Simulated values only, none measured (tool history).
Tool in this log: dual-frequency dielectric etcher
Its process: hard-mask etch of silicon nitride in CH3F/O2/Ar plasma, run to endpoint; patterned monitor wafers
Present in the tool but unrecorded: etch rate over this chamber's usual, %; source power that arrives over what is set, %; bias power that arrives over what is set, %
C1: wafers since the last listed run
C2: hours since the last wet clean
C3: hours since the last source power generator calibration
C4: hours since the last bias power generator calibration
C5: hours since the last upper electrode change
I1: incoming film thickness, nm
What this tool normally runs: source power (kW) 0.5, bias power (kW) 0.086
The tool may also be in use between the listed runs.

Run 1, hour 0: usual settings but source power (kW) 0.59, bias power (kW) 0.08; C1 0; C2 391.1; C3 3675.8; C4 2407.8; C5 1962.7; I1 27.69. Result: endpoint time (s) 31.2.
At hour 25.4: wet clean of the chamber.
Run 2, hour 33.2: usual settings but source power (kW) 0.59, bias power (kW) 0.08; C1 110; C2 7.8; C3 3709; C4 2441; C5 1995.9; I1 27.32. Result: endpoint time (s) 32.1.
Run 3, hour 86: usual settings; C1 634; C2 60.6; C3 3761.8; C4 2493.8; C5 2048.7; I1 27.79. Result: endpoint time (s) 33.6.
Run 4, hour 126.9: usual settings; C1 491; C2 101.5; C3 3802.7; C4 2534.7; C5 2089.6; I1 27.62. Result: endpoint time (s) 33.4.
Run 5, hour 184.9: usual settings; C1 696; C2 159.5; C3 3860.7; C4 2592.7; C5 2147.6; I1 27.76. Result: endpoint time (s) 32.7.
Run 6, hour 224.2: usual settings but bias power (kW) 0.07; C1 472; C2 198.8; C3 3900; C4 2632; C5 2186.9; I1 27.57. Result: endpoint time (s) 36.6.
Run 7, hour 256.1: usual settings but bias power (kW) 0.07; C1 383; C2 230.7; C3 3931.9; C4 2663.9; C5 2218.8; I1 27.55. Result: endpoint time (s) 36.5.
Run 8, hour 325.7: usual settings but source power (kW) 0.45; C1 836; C2 300.3; C3 4001.5; C4 2733.5; C5 2288.4; I1 27.49. Result: endpoint time (s) 33.8.
Run 9, hour 392.1: usual settings but source power (kW) 0.45; C1 797; C2 366.7; C3 4067.9; C4 2799.9; C5 2354.8; I1 27.74. Result: endpoint time (s) 34.5.
Run 10, hour 454.1: usual settings but source power (kW) 0.45; C1 745; C2 428.7; C3 4129.9; C4 2861.9; C5 2416.8; I1 27.56. Result: endpoint time (s) 33.9.
At hour 503: wet clean of the chamber.
Run 11, hour 503.5: usual settings but source power (kW) 0.53, bias power (kW) 0.075; C1 305; C2 0.5; C3 4179.3; C4 2911.3; C5 2466.2; I1 27.58. Result: endpoint time (s) 35.1.
Run 12, hour 538.7: usual settings but source power (kW) 0.53, bias power (kW) 0.075; C1 422; C2 35.7; C3 4214.5; C4 2946.5; C5 2501.4; I1 27.79. Result: endpoint time (s) 35.4.
Run 13, hour 577.9: usual settings but source power (kW) 0.54, bias power (kW) 0.108; C1 471; C2 74.9; C3 4253.7; C4 2985.7; C5 2540.6; I1 27.72. Result: endpoint time (s) 29.1.
Run 14, hour 612.6: usual settings but source power (kW) 0.62; C1 416; C2 109.6; C3 4288.4; C4 3020.4; C5 2575.3; I1 27.69. Result: endpoint time (s) 30.7.
Run 15, hour 660.2: usual settings but source power (kW) 0.55, bias power (kW) 0.069; C1 571; C2 157.2; C3 4336; C4 3068; C5 2622.9; I1 27.73. Result: endpoint time (s) 35.9.
At hour 700.5: source power generator calibrated.
Run 16, hour 723.9: usual settings but source power (kW) 0.4, bias power (kW) 0.065; C1 717; C2 220.9; C3 23.4; C4 3131.7; C5 2686.6; I1 27.74. Result: endpoint time (s) 41.4.
Run 17, hour 793: usual settings but source power (kW) 0.54, bias power (kW) 0.072; C1 830; C2 290; C3 92.5; C4 3200.8; C5 2755.7; I1 27.84. Result: endpoint time (s) 34.8.
Run 18, hour 844.4: usual settings; C1 617; C2 341.4; C3 143.9; C4 3252.2; C5 2807.1; I1 27.76. Result: endpoint time (s) 32.7.
Run 19, hour 901.4: usual settings but source power (kW) 0.47, bias power (kW) 0.1; C1 684; C2 398.4; C3 200.9; C4 3309.2; C5 2864.1; I1 27.83. Result: endpoint time (s) 31.2.
At hour 945.7: wet clean of the chamber.
At hour 949.7: upper electrode replaced.
Run 20, hour 950.2: usual settings but source power (kW) 0.44, bias power (kW) 0.078; C1 249; C2 4.5; C3 249.7; C4 3358; C5 0.5; I1 27.94. Result: endpoint time (s) 37.2.
At hour 991.1: bias power generator calibrated.
Run 21, hour 1013: usual settings; C1 706; C2 67.3; C3 312.5; C4 21.9; C5 63.3; I1 27.71. Result: endpoint time (s) 33.7.
Run 22, hour 1038.2: usual settings; C1 302; C2 92.5; C3 337.7; C4 47.1; C5 88.5; I1 28.14. Result: endpoint time (s) 33.7.
Run 23, hour 1179.7: usual settings; C1 1700; C2 234; C3 479.2; C4 188.6; C5 230; I1 27.7. Result: endpoint time (s) 33.1.
Run 24, hour 1210.7: usual settings but source power (kW) 0.61, bias power (kW) 0.078; C1 372; C2 265; C3 510.2; C4 219.6; C5 261; I1 27.48. Result: endpoint time (s) 31.9.
Run 25, hour 1241.7: usual settings but bias power (kW) 0.093; C1 372; C2 296; C3 541.2; C4 250.6; C5 292; I1 27.81. Result: endpoint time (s) 31.8.

For each run, what was the tool's unlogged condition?
source power that arrives over what is set, %: 0 across all the runs
bias power that arrives over what is set, %: 0 across all the runs
H1: etch rate over this chamber's usual, %
run       H1
  1     2.95
  2   0.0894
  3    0.504
  4    0.825
  5     1.28
  6     1.59
  7     1.84
  8     2.39
  9     2.91
 10     3.39
 11   -0.309
 12  -0.0328
 13    0.275
 14    0.547
 15    0.921
 16     1.42
 17     1.96
 18     2.37
 19     2.81
 20    0.126
 21    0.619
 22    0.817
 23     1.93
 24     2.17
 25     2.41
